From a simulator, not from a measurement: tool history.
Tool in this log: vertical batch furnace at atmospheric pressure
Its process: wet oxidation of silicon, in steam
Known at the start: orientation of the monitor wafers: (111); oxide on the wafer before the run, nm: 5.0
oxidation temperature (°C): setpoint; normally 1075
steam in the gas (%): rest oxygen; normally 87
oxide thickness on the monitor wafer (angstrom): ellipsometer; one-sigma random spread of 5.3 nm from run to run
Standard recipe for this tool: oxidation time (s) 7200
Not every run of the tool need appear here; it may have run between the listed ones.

run	hour	oxidation temperature (°C)	oxidation time (s)	steam in the gas (%)	read-back reference wafer on the same gauge, thickness	oxide thickness on the monitor wafer (angstrom)
1	0	1075	7200	87	782.21	8991.3
2	34.2	1075	7200	87	782.87	8997.8
3	69.5	1075	7200	84	781.59	8792.5
4	102.3	1075	7200	84	781.84	8809.8
5	130.1	1075	7200	87	781.67	8985.4
6	162	1075	7200	87	779.67	9014
7	190.1	1075	7200	87	780.25	8913
8	205.3	1075	9990	87	781.43	10731
9	224.2	1075	9990	87	780.98	10787.5
# hour 270.6: thermocouples replaced and temperature profile calibrated
# hour 278: steam generator serviced
10	278.5	1075	9990	87	779.33	10737.5
11	285.2	1075	7200	87	781.52	9046.8
12	295.4	1075	7200	87	780.42	9035.2
13	316.7	1075	7200	87	779.33	8954.1
14	335.5	1075	7200	87	782.83	8904.8
15	351.1	1075	7200	87	779.65	8897.9
16	382.3	1075	7200	87	778.25	8903.9
17	407.8	1080	7200	85	779.93	9023.6
18	442.5	1075	7200	95	780.24	9424
19	462	1050	5400	87	778.08	7033.2
20	492.5	1089	8790	83	780.33	10160
21	554.7	1075	7200	87	778.8	8972.3
# hour 564.4: gauge calibrated
22	589.4	1094	9720	81	799.67	11038.4
23	677.1	1084	4650	87	794.48	7503.8
24	704.4	1075	9990	87	796.3	10833.7
25	721.9	1075	9660	94	792.76	11049.2
26	750.2	1075	7200	87	791.9	9010
27	775.9	1075	5850	87	791.96	8116.8
28	795.9	1060	3630	97	790.23	6206.3
29	814.7	1086	7200	87	789.62	9341.4
30	827.2	1075	7200	87	790.88	9040.3
31	849.4	1061	8460	80	788.55	8993.3
32	879.5	1075	9990	87	787.5	10662.7
33	899.5	1066	3630	87	787.25	6007.2
34	911.6	1056	10650	87	788.02	10325.5
35	946	1088	7200	87	788.18	9362.8
36	965.7	1086	5460	87	785.33	8041.7
37	986.1	1095	10020	87	785.38	11448.7
38	1046.6	1085	9870	96	784.03	11463
39	1058.9	1075	7200	87	784.41	8985.2

Alternative continuations, all from the tool just after run 39; predict every row:
A	1065.6	1075	7200	87	?	?
B	1065.6	1089	4320	95	?	?
C	1065.6	1075	6000	92	?	?

run	read-back reference wafer on the same gauge, thickness	oxide thickness on the monitor wafer (angstrom)
A	783.23	8932.8
B	783.23	7463.5
C	783.23	8348.2
What these runs would have given with no unlogged condition in the tool:
run	oxide thickness on the monitor wafer (angstrom)
A	9138.4
B	7635.3
C	8540.4
